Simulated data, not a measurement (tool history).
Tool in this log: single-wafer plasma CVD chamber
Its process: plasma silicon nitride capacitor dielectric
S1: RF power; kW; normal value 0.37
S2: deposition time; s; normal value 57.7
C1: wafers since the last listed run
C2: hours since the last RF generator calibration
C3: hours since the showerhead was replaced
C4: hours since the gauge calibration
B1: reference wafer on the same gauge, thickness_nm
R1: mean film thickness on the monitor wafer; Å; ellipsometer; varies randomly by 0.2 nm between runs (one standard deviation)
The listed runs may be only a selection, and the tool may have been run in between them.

{"run": 1, "day": 0.0, "S1": 0.34, "S2": 57.7, "C1": 0, "C2": 647.5, "C3": 4056.8, "C4": 866.6, "B1": 62.889, "R1": 756.01}
{"run": 2, "day": 2.342, "S1": 0.34, "S2": 57.7, "C1": 885, "C2": 703.7, "C3": 4113, "C4": 922.8, "B1": 62.903, "R1": 758.86}
{"run": 3, "day": 4.842, "S1": 0.34, "S2": 57.7, "C1": 945, "C2": 763.7, "C3": 4173, "C4": 982.8, "B1": 62.889, "R1": 758.42}
{"run": 4, "day": 5.938, "S1": 0.37, "S2": 57.7, "C1": 414, "C2": 790, "C3": 4199.3, "C4": 1009.1, "B1": 62.893, "R1": 770.16}
{"run": 5, "day": 8.383, "S1": 0.37, "S2": 57.7, "C1": 925, "C2": 848.7, "C3": 4258, "C4": 1067.8, "B1": 62.912, "R1": 769.12}
{"day": 10.238, "done": "RF generator calibrated"}
{"run": 6, "day": 10.729, "S1": 0.37, "S2": 57.7, "C1": 761, "C2": 11.8, "C3": 4314.3, "C4": 1124.1, "B1": 62.885, "R1": 781.7}
{"run": 7, "day": 13.367, "S1": 0.37, "S2": 57.7, "C1": 997, "C2": 75.1, "C3": 4377.6, "C4": 1187.4, "B1": 62.889, "R1": 778.6}
{"run": 8, "day": 15.7, "S1": 0.37, "S2": 53.5, "C1": 882, "C2": 131.1, "C3": 4433.6, "C4": 1243.4, "B1": 62.886, "R1": 722.93}
{"run": 9, "day": 17.421, "S1": 0.37, "S2": 53.5, "C1": 651, "C2": 172.4, "C3": 4474.9, "C4": 1284.7, "B1": 62.897, "R1": 720.4}
{"run": 10, "day": 20.079, "S1": 0.37, "S2": 53.5, "C1": 1005, "C2": 236.2, "C3": 4538.7, "C4": 1348.5, "B1": 62.907, "R1": 721.2}
{"run": 11, "day": 22.754, "S1": 0.37, "S2": 55.3, "C1": 1011, "C2": 300.4, "C3": 4602.9, "C4": 1412.7, "B1": 62.923, "R1": 740.23}
{"day": 24.15, "done": "gauge calibrated"}
{"run": 12, "day": 24.862, "S1": 0.37, "S2": 55.3, "C1": 797, "C2": 351, "C3": 4653.5, "C4": 17.1, "B1": 62.891, "R1": 744.82}
{"run": 13, "day": 26.612, "S1": 0.37, "S2": 55.3, "C1": 662, "C2": 393, "C3": 4695.5, "C4": 59.1, "B1": 62.935, "R1": 737.44}
{"run": 14, "day": 28.871, "S1": 0.33, "S2": 57.7, "C1": 854, "C2": 447.2, "C3": 4749.7, "C4": 113.3, "B1": 62.92, "R1": 753.16}
{"run": 15, "day": 31.0, "S1": 0.33, "S2": 57.7, "C1": 805, "C2": 498.3, "C3": 4800.8, "C4": 164.4, "B1": 62.899, "R1": 751.88}
{"run": 16, "day": 33.462, "S1": 0.39, "S2": 57.7, "C1": 931, "C2": 557.4, "C3": 4859.9, "C4": 223.5, "B1": 62.886, "R1": 784.42}
{"run": 17, "day": 34.883, "S1": 0.39, "S2": 57.7, "C1": 537, "C2": 591.5, "C3": 4894, "C4": 257.6, "B1": 62.908, "R1": 784.21}
{"run": 18, "day": 36.188, "S1": 0.39, "S2": 57.7, "C1": 493, "C2": 622.8, "C3": 4925.3, "C4": 288.9, "B1": 62.885, "R1": 783.87}
{"day": 39.312, "done": "showerhead replaced"}
{"run": 19, "day": 43.658, "S1": 0.345, "S2": 57.7, "C1": 2700, "C2": 802.1, "C3": 104.3, "C4": 468.2, "B1": 62.892, "R1": 756.89}
{"day": 44.504, "done": "RF generator calibrated"}
{"run": 20, "day": 46.038, "S1": 0.345, "S2": 57.7, "C1": 773, "C2": 36.8, "C3": 161.4, "C4": 525.3, "B1": 62.887, "R1": 766.67}
{"run": 21, "day": 47.179, "S1": 0.39, "S2": 62.1, "C1": 431, "C2": 64.2, "C3": 188.8, "C4": 552.7, "B1": 62.861, "R1": 850.13}
{"run": 22, "day": 49.179, "S1": 0.35, "S2": 63.5, "C1": 756, "C2": 112.2, "C3": 236.8, "C4": 600.7, "B1": 62.902, "R1": 843.65}
{"run": 23, "day": 53.233, "S1": 0.42, "S2": 57.7, "C1": 1533, "C2": 209.5, "C3": 334.1, "C4": 698, "B1": 62.901, "R1": 799.32}
{"run": 24, "day": 55.962, "S1": 0.37, "S2": 50.4, "C1": 1032, "C2": 275, "C3": 399.6, "C4": 763.5, "B1": 62.909, "R1": 676.59}
{"run": 25, "day": 57.658, "S1": 0.35, "S2": 62.3, "C1": 641, "C2": 315.7, "C3": 440.3, "C4": 804.2, "B1": 62.881, "R1": 828.37}
{"run": 26, "day": 59.5, "S1": 0.37, "S2": 57.7, "C1": 696, "C2": 359.9, "C3": 484.5, "C4": 848.4, "B1": 62.88, "R1": 775.49}
{"run": 27, "day": 62.35, "S1": 0.37, "S2": 64.7, "C1": 1078, "C2": 428.3, "C3": 552.9, "C4": 916.8, "B1": 62.891, "R1": 869.65}
{"run": 28, "day": 69.604, "S1": 0.345, "S2": 47.5, "C1": 2744, "C2": 602.4, "C3": 727, "C4": 1090.9, "B1": 62.887, "R1": 628.37}
{"run": 29, "day": 72.296, "S1": 0.35, "S2": 48.6, "C1": 1018, "C2": 667, "C3": 791.6, "C4": 1155.5, "B1": 62.906, "R1": 641.83}
{"day": 74.033, "done": "RF generator calibrated"}
{"run": 30, "day": 74.862, "S1": 0.37, "S2": 57.7, "C1": 844, "C2": 19.9, "C3": 853.2, "C4": 1217.1, "B1": 62.943, "R1": 780.25}
{"run": 31, "day": 76.8, "S1": 0.37, "S2": 57.7, "C1": 732, "C2": 66.4, "C3": 899.7, "C4": 1263.6, "B1": 62.866, "R1": 778.82}
{"day": 82.783, "done": "gauge calibrated"}
{"run": 32, "day": 84.929, "S1": 0.37, "S2": 57.7, "C1": 3075, "C2": 261.5, "C3": 1094.8, "C4": 51.5, "B1": 62.869, "R1": 778.87}
{"run": 33, "day": 86.667, "S1": 0.43, "S2": 54.1, "C1": 657, "C2": 303.2, "C3": 1136.5, "C4": 93.2, "B1": 62.92, "R1": 752.02}
{"run": 34, "day": 88.371, "S1": 0.37, "S2": 51.8, "C1": 644, "C2": 344.1, "C3": 1177.4, "C4": 134.1, "B1": 62.876, "R1": 694.2}
{"run": 35, "day": 89.696, "S1": 0.305, "S2": 57.7, "C1": 501, "C2": 375.9, "C3": 1209.2, "C4": 165.9, "B1": 62.915, "R1": 742.4}
{"run": 36, "day": 91.675, "S1": 0.39, "S2": 67.6, "C1": 748, "C2": 423.4, "C3": 1256.7, "C4": 213.4, "B1": 62.866, "R1": 916.12}
{"run": 37, "day": 93.142, "S1": 0.335, "S2": 57.7, "C1": 554, "C2": 458.6, "C3": 1291.9, "C4": 248.6, "B1": 62.929, "R1": 756.21}
{"run": 38, "day": 96.383, "S1": 0.34, "S2": 49.8, "C1": 1226, "C2": 536.4, "C3": 1369.7, "C4": 326.4, "B1": 62.887, "R1": 655.35}
{"run": 39, "day": 102.238, "S1": 0.405, "S2": 52.5, "C1": 2214, "C2": 676.9, "C3": 1510.2, "C4": 466.9, "B1": 62.874, "R1": 716.27}
{"day": 103.433, "done": "RF generator calibrated"}
{"run": 40, "day": 104.379, "S1": 0.325, "S2": 53.3, "C1": 684, "C2": 22.7, "C3": 1561.6, "C4": 518.3, "B1": 62.919, "R1": 695.59}

Here are 3 independent what-if runs from the current tool condition. What would each one return?
{"run": "A", "day": 104.396, "S1": 0.37, "S2": 57.7, "C1": 6, "C2": 23.1, "C3": 1562, "C4": 518.7, "B1": "?", "R1": "?"}
{"run": "B", "day": 104.396, "S1": 0.39, "S2": 68.7, "C1": 6, "C2": 23.1, "C3": 1562, "C4": 518.7, "B1": "?", "R1": "?"}
{"run": "C", "day": 104.396, "S1": 0.44, "S2": 48.2, "C1": 6, "C2": 23.1, "C3": 1562, "C4": 518.7, "B1": "?", "R1": "?"}

run=A B1=62.92 R1=779.08
run=B B1=62.92 R1=939.61
run=C B1=62.92 R1=679.25
With no hidden state in the tool, these same runs would have given:
run=A R1=780.24
run=B R1=941
run=C R1=680.25

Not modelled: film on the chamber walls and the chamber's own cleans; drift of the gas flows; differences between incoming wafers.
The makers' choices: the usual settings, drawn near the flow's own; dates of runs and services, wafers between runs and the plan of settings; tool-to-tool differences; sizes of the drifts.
